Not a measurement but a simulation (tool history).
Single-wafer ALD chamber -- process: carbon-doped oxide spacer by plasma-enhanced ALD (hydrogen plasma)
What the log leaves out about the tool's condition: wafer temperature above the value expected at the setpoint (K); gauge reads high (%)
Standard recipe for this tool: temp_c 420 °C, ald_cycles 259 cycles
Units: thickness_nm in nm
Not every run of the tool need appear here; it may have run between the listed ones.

run	hour	temp_c	ald_cycles	wafers since the last listed run	hours since the last thermocouple change	hours since the gauge calibration	read-back reference wafer on the same gauge, thickness_nm	thickness_nm
1	0.0	420	259	0	1265.5	48.5	10.400	11.496
2	21.1	412	259	20	1286.6	69.6	10.402	11.801
3	49.7	412	259	27	1315.2	98.2	10.398	11.760
4	67.1	420	259	16	1332.6	115.6	10.402	11.516
5	96.7	427	259	28	1362.2	145.2	10.403	11.316
6	108.8	427	259	11	1374.3	157.3	10.404	11.320
7	191.1	420	259	78	1456.6	239.6	10.393	11.478
8	244.9	430	295	51	1510.4	293.4	10.402	12.741
9	279.7	430	295	33	1545.2	328.2	10.402	12.727
10	306.0	420	232	25	1571.5	354.5	10.401	10.256
11	323.5	420	259	16	1589.0	372.0	10.397	11.493
12	347.8	420	259	23	1613.3	396.3	10.400	11.457
13	377.8	420	259	28	1643.3	426.3	10.397	11.471
14	457.9	428	259	76	1723.4	506.4	10.401	11.244
15	471.7	411	259	13	1737.2	520.2	10.398	11.770
16	499.5	420	226	26	1765.0	548.0	10.402	9.995
17	525.7	420	226	24	1791.2	574.2	10.406	10.052
# hour 546.2: gauge calibrated
18	558.7	420	226	31	1824.2	12.5	10.395	10.036
19	572.1	420	259	12	1837.6	25.9	10.399	11.454
20	606.1	420	259	32	1871.6	59.9	10.401	11.435
21	619.3	420	259	12	1884.8	73.1	10.402	11.500
22	635.9	414	259	15	1901.4	89.7	10.405	11.624
23	663.7	420	238	26	1929.2	117.5	10.400	10.506
24	693.2	420	238	28	1958.7	147.0	10.399	10.561
25	707.0	420	238	13	1972.5	160.8	10.402	10.518
# hour 715.1: thermocouple changed; heater temperature recalibrated
26	721.5	420	259	6	6.4	175.3	10.401	11.652
27	747.0	427	259	24	31.9	200.8	10.402	11.424
28	769.8	420	238	21	54.7	223.6	10.398	10.663
29	783.8	428	225	13	68.7	237.6	10.402	9.937
30	816.4	433	259	31	101.3	270.2	10.400	11.229
31	836.6	420	259	19	121.5	290.4	10.400	11.670
32	857.7	424	309	20	142.6	311.5	10.397	13.727
33	874.9	415	259	16	159.8	328.7	10.397	11.822
34	910.1	411	296	33	195.0	363.9	10.396	13.663
35	938.7	433	212	27	223.6	392.5	10.398	9.201
36	958.9	426	276	19	243.8	412.7	10.397	12.195
37	975.8	420	259	16	260.7	429.6	10.401	11.646
38	1009.5	420	259	32	294.4	463.3	10.398	11.644
39	1044.9	428	274	33	329.8	498.7	10.400	12.024
40	1058.2	406	309	12	343.1	512.0	10.397	14.384
41	1074.6	411	221	15	359.5	528.4	10.401	10.163
42	1099.4	420	259	23	384.3	553.2	10.402	11.564
43	1132.0	435	240	31	416.9	585.8	10.402	10.317
44	1158.3	424	259	25	443.2	612.1	10.405	11.492
45	1174.5	413	236	15	459.4	628.3	10.398	10.808
46	1186.6	432	225	11	471.5	640.4	10.397	9.699
47	1211.5	429	259	23	496.4	665.3	10.405	11.332
# hour 1215.1: gauge calibrated
48	1237.7	420	259	24	522.6	22.6	10.404	11.621

Alternative continuations, all from the tool just after run 48; predict every row:
A	1238.5	431	259	0	523.4	23.4	?	?
B	1238.5	413	246	0	523.4	23.4	?	?
C	1238.5	420	244	0	523.4	23.4	?	?

run	read-back reference wafer on the same gauge, thickness_nm	thickness_nm
A	10.397	11.280
B	10.397	11.275
C	10.397	10.967
With no hidden state in the tool, these same runs would have given:
run	thickness_nm
A	11.330
B	11.323
C	11.014
